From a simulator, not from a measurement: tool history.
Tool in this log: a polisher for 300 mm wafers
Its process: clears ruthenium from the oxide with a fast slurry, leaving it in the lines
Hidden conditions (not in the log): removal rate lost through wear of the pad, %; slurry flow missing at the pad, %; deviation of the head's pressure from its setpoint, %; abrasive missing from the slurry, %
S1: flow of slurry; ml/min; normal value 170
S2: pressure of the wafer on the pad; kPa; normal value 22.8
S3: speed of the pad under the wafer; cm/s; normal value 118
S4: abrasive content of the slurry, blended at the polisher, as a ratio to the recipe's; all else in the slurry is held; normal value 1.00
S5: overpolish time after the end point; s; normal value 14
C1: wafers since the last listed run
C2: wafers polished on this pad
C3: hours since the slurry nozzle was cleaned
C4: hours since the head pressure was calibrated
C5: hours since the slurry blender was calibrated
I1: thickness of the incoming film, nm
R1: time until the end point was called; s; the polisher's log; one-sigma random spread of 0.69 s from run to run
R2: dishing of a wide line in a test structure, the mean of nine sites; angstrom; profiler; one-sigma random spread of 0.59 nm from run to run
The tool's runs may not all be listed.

run,hour,S1,S2,S3,S4,S5,C1,C2,C3,C4,C5,I1,R1,R2
1,0.0,170,22.8,118,1.00,14,0,8305,129.1,273.4,582.1,277.0,51.8,336
# hour 21.0: worn pad replaced by a new one
# hour 42.5: slurry blender recalibrated
2,75.4,170,22.8,118,1.00,14,830,626,204.5,348.8,32.9,282.0,54.8,331
3,152.5,170,22.8,118,1.00,14,923,1549,281.6,425.9,110.0,279.7,56.6,319
4,208.7,170,22.8,118,1.00,14,672,2222,337.8,482.1,166.2,283.8,56.2,328
5,265.1,170,22.8,118,1.00,14,675,2898,394.2,538.5,222.6,275.8,55.8,329
6,359.5,170,22.8,118,1.00,14,1130,4028,488.6,632.9,317.0,279.8,56.5,339
# hour 491.2: slurry nozzle cleaned
# hour 549.4: head pressure recalibrated
7,599.2,170,22.8,106,1.15,14,2833,6862,108.0,49.8,556.7,278.0,59.1,320
8,639.0,170,22.8,88,1.30,14,476,7338,147.8,89.6,596.5,278.7,68.6,298
9,715.7,170,22.8,118,1.00,14,918,8257,224.5,166.3,673.2,280.3,57.4,319
# hour 745.8: slurry blender recalibrated
10,786.9,170,22.8,118,1.00,14,828,9085,295.7,237.5,41.1,280.0,56.0,331
# hour 856.0: worn pad replaced by a new one, repeated, since the last time left the tool worse
11,869.7,170,28.3,118,0.85,18,943,163,378.5,320.3,123.9,282.6,47.0,392
12,941.6,170,22.8,132,1.00,14,860,1024,450.4,392.2,195.8,282.4,44.1,375
# hour 1074.0: slurry nozzle cleaned
13,1113.1,170,22.8,118,1.00,14,2041,3065,39.1,563.7,367.3,282.8,51.4,338
14,1177.5,170,24.8,104,1.00,14,771,3836,103.5,628.1,431.7,278.1,54.5,340
15,1262.4,120,22.8,118,0.80,14,1016,4853,188.4,713.0,516.6,281.5,60.7,309
# hour 1328.2: head pressure recalibrated
16,1343.8,170,22.8,118,1.00,14,950,5804,269.8,15.6,598.0,275.8,51.0,342
17,1406.0,120,22.8,118,0.75,14,744,6548,332.0,77.8,660.2,279.9,61.7,312
# hour 1450.6: slurry blender recalibrated
# hour 1457.2: worn pad replaced by a new one
18,1507.3,200,22.8,136,1.00,14,1140,599,433.3,179.1,56.7,277.2,41.3,374
19,1564.7,170,22.8,118,1.00,19,687,1286,490.7,236.5,114.1,279.7,49.2,401
20,1646.7,170,22.8,118,1.00,14,981,2268,572.7,318.5,196.1,277.1,51.1,357
21,1742.2,170,19.3,118,0.75,17,1143,3411,668.2,414.0,291.6,278.9,64.7,337
# hour 1798.6: slurry nozzle cleaned
22,1849.8,170,22.8,118,1.00,14,1276,4688,51.2,521.6,399.2,283.7,52.4,352
23,1888.9,170,20.0,154,1.00,14,468,5156,90.3,560.7,438.3,282.9,42.6,379
24,1928.7,170,22.8,118,1.00,16,476,5632,130.1,600.5,478.1,283.8,51.9,360
25,1972.6,170,20.0,138,1.15,14,525,6158,174.0,644.4,522.0,280.7,44.9,366
# hour 2010.9: head pressure recalibrated
26,2074.2,170,22.8,118,1.00,14,1192,7350,275.6,63.3,623.6,275.0,49.8,349
# hour 2095.9: worn pad replaced by a new one
27,2177.8,170,22.8,118,1.25,14,1192,981,379.2,166.9,727.2,277.9,45.8,369
# hour 2211.2: slurry blender recalibrated
28,2226.7,170,22.8,118,1.00,14,561,1542,428.1,215.8,15.5,281.9,50.4,358

Below are 4 alternative next runs, each starting from the tool's condition after run 28. Predict each:
A,2227.1,170,22.8,118,1.00,14,4,1547,428.5,216.2,15.9,281.3,?,?
B,2227.1,220,22.8,140,0.75,8,4,1547,428.5,216.2,15.9,281.3,?,?
C,2227.1,170,27.6,118,0.90,14,4,1547,428.5,216.2,15.9,281.3,?,?
D,2227.1,170,22.8,78,0.70,14,4,1547,428.5,216.2,15.9,281.3,?,?

run,R1,R2
A,49.7,339
B,46.2,258
C,46.2,350
D,89.3,242
Without the tool's hidden state the same runs would have given:
run,R1,R2
A,48.3,343
B,44.9,263
C,44.9,354
D,86.7,247
